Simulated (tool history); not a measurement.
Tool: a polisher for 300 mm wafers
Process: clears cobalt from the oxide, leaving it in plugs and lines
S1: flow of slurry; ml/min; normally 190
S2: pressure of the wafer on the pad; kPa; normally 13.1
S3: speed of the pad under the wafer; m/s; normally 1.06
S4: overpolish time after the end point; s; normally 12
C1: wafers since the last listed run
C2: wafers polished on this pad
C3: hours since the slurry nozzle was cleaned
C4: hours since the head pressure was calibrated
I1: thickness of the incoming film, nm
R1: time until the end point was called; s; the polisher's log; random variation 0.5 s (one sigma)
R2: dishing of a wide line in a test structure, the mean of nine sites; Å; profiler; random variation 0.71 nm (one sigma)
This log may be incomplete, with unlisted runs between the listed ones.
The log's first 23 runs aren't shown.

run	hour	S1	S2	S3	S4	C1	C2	C3	C4	I1	R1	R2
24	1261.5	135	15.2	1.34	18	449	1590	249.3	399.2	160.4	30.5	430
25	1323	145	17.2	0.84	8	733	2323	310.8	460.7	159.4	39	238
26	1395.6	190	13.1	1.06	12	865	3189	383.4	533.3	160.2	39.2	311
27	1457.1	205	13.1	0.72	12	733	3922	444.9	594.8	161	50.6	262
# hour 1462.4: slurry nozzle cleaned
28	1491.6	230	13.1	1.06	12	399	4322	29.2	629.3	161.2	36.2	323
29	1555.8	140	13.1	0.92	12	765	5087	93.4	693.5	161.5	44.1	286
30	1584.5	135	10.3	1.06	12	342	5429	122.1	722.2	162.6	46.7	278
31	1622.1	190	13.1	1.24	12	448	5878	159.7	759.8	161.6	34.5	340
32	1647.1	190	13.1	1.06	12	298	6176	184.7	784.8	162.1	38.5	315
33	1706.4	170	11	1.06	12	707	6883	244	844.1	159.4	42.3	286
# hour 1717.5: worn pad replaced by a new one
34	1748.8	190	13.1	1.06	12	457	372	286.4	886.5	163.2	38.4	308

What if the next run were any one of these 4? Each begins from the tool's condition after run 34:
A	1749.2	190	13.1	1.06	5	4	377	286.8	886.9	161.9	?	?
B	1749.2	190	13.1	1.4	12	4	377	286.8	886.9	161.9	?	?
C	1749.2	190	17.2	1.06	17	4	377	286.8	886.9	161.9	?	?
D	1749.2	190	15.9	1.22	12	4	377	286.8	886.9	161.9	?	?

run	R1	R2
A	39.6	163
B	32.5	351
C	33.1	415
D	31.8	355
With the hidden condition removed and each run's random variation left untouched, the same runs would have given:
run	R1	R2
A	36.5	174
B	29.9	367
C	30.5	430
D	29.3	371

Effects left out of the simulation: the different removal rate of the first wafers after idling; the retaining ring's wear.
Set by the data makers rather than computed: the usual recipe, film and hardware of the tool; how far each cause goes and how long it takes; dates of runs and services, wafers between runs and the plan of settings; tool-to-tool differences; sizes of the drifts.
